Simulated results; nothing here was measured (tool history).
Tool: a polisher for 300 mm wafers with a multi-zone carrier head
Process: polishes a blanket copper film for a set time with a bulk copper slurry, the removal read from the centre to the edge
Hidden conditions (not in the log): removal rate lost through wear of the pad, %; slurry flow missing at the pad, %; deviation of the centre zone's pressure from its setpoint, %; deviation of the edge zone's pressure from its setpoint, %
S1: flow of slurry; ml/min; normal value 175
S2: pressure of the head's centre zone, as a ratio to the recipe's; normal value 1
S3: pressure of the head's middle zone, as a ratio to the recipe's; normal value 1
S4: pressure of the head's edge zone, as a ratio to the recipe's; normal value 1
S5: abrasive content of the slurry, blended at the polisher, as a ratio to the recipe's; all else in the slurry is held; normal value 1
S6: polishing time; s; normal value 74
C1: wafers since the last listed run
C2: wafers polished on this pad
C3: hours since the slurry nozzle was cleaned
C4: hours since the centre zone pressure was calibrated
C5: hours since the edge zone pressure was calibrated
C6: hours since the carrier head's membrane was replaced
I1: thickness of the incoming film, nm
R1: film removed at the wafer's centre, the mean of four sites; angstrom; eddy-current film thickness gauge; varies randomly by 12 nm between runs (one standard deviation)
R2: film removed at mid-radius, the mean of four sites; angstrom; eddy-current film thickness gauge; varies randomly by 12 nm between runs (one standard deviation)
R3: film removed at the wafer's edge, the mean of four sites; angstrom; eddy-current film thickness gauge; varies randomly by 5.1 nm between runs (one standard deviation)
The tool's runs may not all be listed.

{"run": 1, "hour": 0.0, "S1": 175, "S2": 1, "S3": 1, "S4": 1, "S5": 1, "S6": 74, "C1": 0, "C2": 836, "C3": 39.8, "C4": 1098.3, "C5": 1015.5, "C6": 596.5, "I1": 2977.4, "R1": 7352, "R2": 7402, "R3": 7129}
{"hour": 1.9, "done": "worn pad replaced by a new one"}
{"run": 2, "hour": 29.6, "S1": 175, "S2": 1, "S3": 1, "S4": 1, "S5": 1, "S6": 74, "C1": 341, "C2": 341, "C3": 69.4, "C4": 1127.9, "C5": 1045.1, "C6": 626.1, "I1": 2995.5, "R1": 8106, "R2": 8127, "R3": 7854}
{"run": 3, "hour": 51.5, "S1": 175, "S2": 1, "S3": 1, "S4": 1, "S5": 1, "S6": 74, "C1": 269, "C2": 611, "C3": 91.3, "C4": 1149.8, "C5": 1067, "C6": 648, "I1": 3006.4, "R1": 7806, "R2": 7713, "R3": 7647}
{"hour": 81.0, "done": "worn pad replaced by a new one"}
{"run": 4, "hour": 85.1, "S1": 175, "S2": 1, "S3": 1, "S4": 1, "S5": 1, "S6": 74, "C1": 364, "C2": 50, "C3": 124.9, "C4": 1183.4, "C5": 1100.6, "C6": 681.6, "I1": 2979.5, "R1": 8275, "R2": 8144, "R3": 8110}
{"run": 5, "hour": 104.8, "S1": 175, "S2": 1, "S3": 1, "S4": 1, "S5": 1, "S6": 74, "C1": 242, "C2": 292, "C3": 144.6, "C4": 1203.1, "C5": 1120.3, "C6": 701.3, "I1": 3035.4, "R1": 8066, "R2": 8452, "R3": 8029}
{"run": 6, "hour": 135.9, "S1": 175, "S2": 1, "S3": 1, "S4": 1, "S5": 1, "S6": 74, "C1": 382, "C2": 675, "C3": 175.7, "C4": 1234.2, "C5": 1151.4, "C6": 732.4, "I1": 3019.8, "R1": 7683, "R2": 7639, "R3": 7588}
{"hour": 157.4, "done": "worn pad replaced by a new one"}
{"hour": 164.0, "done": "carrier head's membrane replaced by a new one"}
{"hour": 168.3, "done": "edge zone pressure recalibrated"}
{"run": 7, "hour": 168.8, "S1": 175, "S2": 1, "S3": 1, "S4": 1, "S5": 1, "S6": 74, "C1": 269, "C2": 53, "C3": 208.6, "C4": 1267.1, "C5": 0.5, "C6": 4.8, "I1": 3018.8, "R1": 8370, "R2": 8224, "R3": 8032}
{"run": 8, "hour": 185.6, "S1": 175, "S2": 1, "S3": 1, "S4": 1, "S5": 0.8, "S6": 74, "C1": 206, "C2": 260, "C3": 225.4, "C4": 1283.9, "C5": 17.3, "C6": 21.6, "I1": 3081.8, "R1": 7730, "R2": 7650, "R3": 7682}
{"hour": 197.3, "done": "centre zone pressure recalibrated"}
{"run": 9, "hour": 201.8, "S1": 120, "S2": 1, "S3": 1, "S4": 1, "S5": 1, "S6": 74, "C1": 174, "C2": 435, "C3": 241.6, "C4": 4.5, "C5": 33.5, "C6": 37.8, "I1": 3029, "R1": 7292, "R2": 7404, "R3": 7338}
{"hour": 212.5, "done": "slurry nozzle cleaned"}
{"hour": 240.9, "done": "worn pad replaced by a new one"}
{"run": 10, "hour": 241.4, "S1": 175, "S2": 0.96, "S3": 1.04, "S4": 1, "S5": 1, "S6": 74, "C1": 425, "C2": 6, "C3": 28.9, "C4": 44.1, "C5": 73.1, "C6": 77.4, "I1": 3057.8, "R1": 8097, "R2": 8493, "R3": 8151}
{"run": 11, "hour": 261.0, "S1": 175, "S2": 1, "S3": 0.92, "S4": 1, "S5": 0.75, "S6": 74, "C1": 241, "C2": 247, "C3": 48.5, "C4": 63.7, "C5": 92.7, "C6": 97, "I1": 3095.7, "R1": 7750, "R2": 7159, "R3": 7691}

Forecast run 12:
{"run": 12, "hour": 280.7, "S1": 175, "S2": 1, "S3": 1, "S4": 1, "S5": 1, "S6": 74, "C1": 242, "C2": 489, "C3": 68.2, "C4": 83.4, "C5": 112.4, "C6": 116.7, "I1": 3024.5, "R1": "?", "R2": "?", "R3": "?"}

R1: 7846 angstrom
R2: 7927 angstrom
R3: 7869 angstrom
Were there no unlogged condition in the tool, this run, its random variation unchanged, would have produced R1 8179 angstrom, R2 8263 angstrom, R3 8204 angstrom.
